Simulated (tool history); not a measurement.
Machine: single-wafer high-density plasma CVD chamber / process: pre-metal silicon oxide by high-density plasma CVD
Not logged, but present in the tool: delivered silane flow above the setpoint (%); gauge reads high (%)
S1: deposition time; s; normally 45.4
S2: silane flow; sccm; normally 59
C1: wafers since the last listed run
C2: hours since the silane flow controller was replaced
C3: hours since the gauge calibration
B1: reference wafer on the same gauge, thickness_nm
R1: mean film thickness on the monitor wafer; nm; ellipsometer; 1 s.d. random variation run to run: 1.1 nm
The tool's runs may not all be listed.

Run 1, hour 0: usual settings; C1 0; C2 1029.8; C3 106.3; B1 297.154. Result: R1 252.686 nm.
Run 2, hour 22.8: usual settings; C1 585; C2 1052.6; C3 129.1; B1 297.129. Result: R1 253.714 nm.
Run 3, hour 39: usual settings but S1 39.2 s; C1 416; C2 1068.8; C3 145.3; B1 297.124. Result: R1 217.804 nm.
Run 4, hour 61: usual settings but S1 39.2 s; C1 565; C2 1090.8; C3 167.3; B1 297.152. Result: R1 217.568 nm.
Run 5, hour 89.6: usual settings but S2 55 sccm; C1 734; C2 1119.4; C3 195.9; B1 296.783. Result: R1 237.411 nm.
Run 6, hour 111.9: usual settings but S2 55 sccm; C1 572; C2 1141.7; C3 218.2; B1 297.14. Result: R1 234.669 nm.
Run 7, hour 146.8: usual settings; C1 896; C2 1176.6; C3 253.1; B1 296.799. Result: R1 251.89 nm.
Run 8, hour 159: usual settings; C1 313; C2 1188.8; C3 265.3; B1 297.12. Result: R1 252.046 nm.
Run 9, hour 231.3: usual settings; C1 1857; C2 1261.1; C3 337.6; B1 296.977. Result: R1 252.995 nm.
Run 10, hour 254.6: usual settings; C1 598; C2 1284.4; C3 360.9; B1 296.869. Result: R1 251.789 nm.
Run 11, hour 268.2: usual settings but S1 41.8 s, S2 70 sccm; C1 349; C2 1298; C3 374.5; B1 297.134. Result: R1 269.52 nm.
Run 12, hour 292.9: usual settings but S1 38.4 s; C1 634; C2 1322.7; C3 399.2; B1 297.153. Result: R1 211.204 nm.
At hour 304.1: silane flow controller replaced.
Run 13, hour 311.4: usual settings but S1 40.3 s, S2 55 sccm; C1 269; C2 7.3; C3 417.7; B1 297.192. Result: R1 219.835 nm.
Run 14, hour 339.4: usual settings; C1 719; C2 35.3; C3 445.7; B1 296.893. Result: R1 262.576 nm.
Run 15, hour 370.3: usual settings but S2 55 sccm; C1 793; C2 66.2; C3 476.6; B1 297.112. Result: R1 247.071 nm.
Run 16, hour 389.7: usual settings; C1 498; C2 85.6; C3 496; B1 296.711. Result: R1 261.17 nm.
At hour 464.2: gauge calibrated.
Run 17, hour 478.5: usual settings but S1 51.2 s, S2 69 sccm; C1 2281; C2 174.4; C3 14.3; B1 296.866. Result: R1 338.272 nm.
Run 18, hour 517.4: usual settings but S1 51.4 s, S2 50 sccm; C1 999; C2 213.3; C3 53.2; B1 297.06. Result: R1 255.417 nm.
Run 19, hour 546.7: usual settings but S1 53 s, S2 50 sccm; C1 752; C2 242.6; C3 82.5; B1 296.551. Result: R1 261.496 nm.
Run 20, hour 577.5: usual settings but S1 40.9 s, S2 65 sccm; C1 791; C2 273.4; C3 113.3; B1 296.81. Result: R1 254.628 nm.
Run 21, hour 589.7: usual settings but S1 49.1 s, S2 67 sccm; C1 313; C2 285.6; C3 125.5; B1 297.386. Result: R1 312.909 nm.

Each row is a separate what-if for the run after 21, all from the same tool condition, not one after another. Results?
Run A, hour 590.1: usual settings but S1 48.2 s; C1 10; C2 286; C3 125.9; B1 ?. Result: R1 ?.
Run B, hour 590.1: usual settings but S2 66 sccm; C1 10; C2 286; C3 125.9; B1 ?. Result: R1 ?.
Run C, hour 590.1: usual settings but S1 50.3 s, S2 70 sccm; C1 10; C2 286; C3 125.9; B1 ?. Result: R1 ?.
Run D, hour 590.1: usual settings but S1 52.7 s, S2 70 sccm; C1 10; C2 286; C3 125.9; B1 ?. Result: R1 ?.
Run E, hour 590.1: usual settings but S2 64 sccm; C1 10; C2 286; C3 125.9; B1 ?. Result: R1 ?.

run       B1       R1
  A  296.995  272.871
  B  296.995  283.965
  C  296.995  331.672
  D  296.995  347.497
  E  296.995  276.266
Had the tool no hidden state, the same runs would have come out as:
run       R1
  A  278.895
  B  290.234
  C  338.994
  D  355.169
  E  282.365

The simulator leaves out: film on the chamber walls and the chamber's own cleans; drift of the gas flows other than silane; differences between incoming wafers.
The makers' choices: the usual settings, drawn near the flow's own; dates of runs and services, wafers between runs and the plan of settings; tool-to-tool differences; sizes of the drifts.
